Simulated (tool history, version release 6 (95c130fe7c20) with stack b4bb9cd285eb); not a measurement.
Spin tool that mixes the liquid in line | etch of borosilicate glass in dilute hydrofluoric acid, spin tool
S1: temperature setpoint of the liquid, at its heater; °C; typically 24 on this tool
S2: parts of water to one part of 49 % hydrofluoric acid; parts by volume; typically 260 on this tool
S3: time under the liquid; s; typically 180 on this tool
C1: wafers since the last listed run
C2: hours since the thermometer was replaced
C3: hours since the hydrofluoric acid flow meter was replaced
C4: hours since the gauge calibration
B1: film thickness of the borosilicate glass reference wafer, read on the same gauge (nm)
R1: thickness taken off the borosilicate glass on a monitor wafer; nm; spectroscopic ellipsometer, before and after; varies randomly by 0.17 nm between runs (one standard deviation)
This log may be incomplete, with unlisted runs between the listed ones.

run    hour    S1   S2   S3   C1      C2      C3      C4      B1     R1
  1       0    24  260  180    0   676.1   114.2  2067.4  139.96  17.61
  2    26.9    24  260  180  253     703   141.1  2094.3  140.01   17.5
       56.4  -- gauge calibrated
  3    59.6    24  260  180  308   735.7   173.8     3.2  139.99  17.78
  4   103.3    24  260  180  412   779.4   217.5    46.9  139.98  17.34
  5   155.7    24  260  180  494   831.8   269.9    99.3     140  17.48
  6   180.1    24  260  180  230   856.2   294.3   123.7     140   17.8
  7   221.1    24  260  180  386   897.2   335.3   164.7  139.96   17.2
  8   254.4    27  260  180  314   930.5   368.6     198  139.95  19.31
  9   319.6    24  260  180  614   995.7   433.8   263.2  139.99  17.43
      349.5  -- thermometer replaced
 10   352.9    24  260  180  304     3.4   467.1   296.5  139.98  17.41
 11   419.8    24  260  230  630    70.3     534   363.4  140.02  22.26
 12   446.9    24  260  180  255    97.4   561.1   390.5  140.07  17.26
 13     503    24  170  180  529   153.5   617.2   446.6     140  29.39
 14   563.9    24  260  115  574   214.4   678.1   507.5     140  11.02
 15   632.7    24  260  180  648   283.2   746.9   576.3     140  17.27
 16   696.5    20  345  140  601     347   810.7   640.1  139.96      8
 17   744.7  25.5  260  100  454   395.2   858.9   688.3     140  10.04
 18   797.4  26.5  195  135  496   447.9   911.6     741  140.03  19.88
 19   829.6  27.5  350  145  303   480.1   943.8   773.2  140.03  10.39
 20     881    24  325  270  484   531.5   995.2   824.6  139.97   18.9
 21   934.1    24  390  180  500   584.6  1048.3   877.7  140.01   9.86
 22   996.9    24  390  180  592   647.4  1111.1   940.5  140.01   9.86
 23  1037.7    24  260  140  384   688.2  1151.9   981.3  140.04  12.99
     1103.9  -- hydrofluoric acid flow meter replaced
 24  1104.4  25.5  260  100  619   754.9     0.5    1048  140.07  10.31
 25  1172.5    24  260  240  642     823    68.6  1116.1  139.98   23.6
 26    1243    22  260  150  664   893.5   139.1  1186.6  140.05  13.61
 27  1309.3  21.5  210   80  625   959.8   205.4  1252.9  139.94   9.27
 28  1364.3    24  215  180  518  1014.8   260.4  1307.9  140.04  21.82
 29  1396.2    22  260  110  300  1046.7   292.3  1339.8  139.93   9.99
     1417.2  -- thermometer replaced
 30  1465.6  19.5  295  180  644    48.4   361.7  1409.2  140.03  12.74
 31  1511.4  27.5  345  270  431    94.2   407.5    1455     140  20.54
 32  1572.9    24  260  180  579   155.7     469  1516.5  139.99  17.15

Consider 5 possible next runs. They are alternatives, not a sequence: every one starts from the tool as it was left by run 32. What does each give?
  A  1573.4  24  260  180   4  156.2  469.5  1517   ?   ?
  B  1573.4  20  220  180   4  156.2  469.5  1517   ?   ?
  C  1573.4  22  335  240   4  156.2  469.5  1517   ?   ?
  D  1573.4  20  190  275   4  156.2  469.5  1517   ?   ?
  E  1573.4  28  340  280   4  156.2  469.5  1517   ?   ?

run      B1     R1
  A  139.99   17.2
  B  139.99  18.26
  C  139.99  15.43
  D  139.99  33.28
  E  139.99  21.57
Had the tool no hidden state, the same runs would have come out as:
run     R1
  A  17.63
  B   18.7
  C  15.83
  D  34.06
  E  22.14

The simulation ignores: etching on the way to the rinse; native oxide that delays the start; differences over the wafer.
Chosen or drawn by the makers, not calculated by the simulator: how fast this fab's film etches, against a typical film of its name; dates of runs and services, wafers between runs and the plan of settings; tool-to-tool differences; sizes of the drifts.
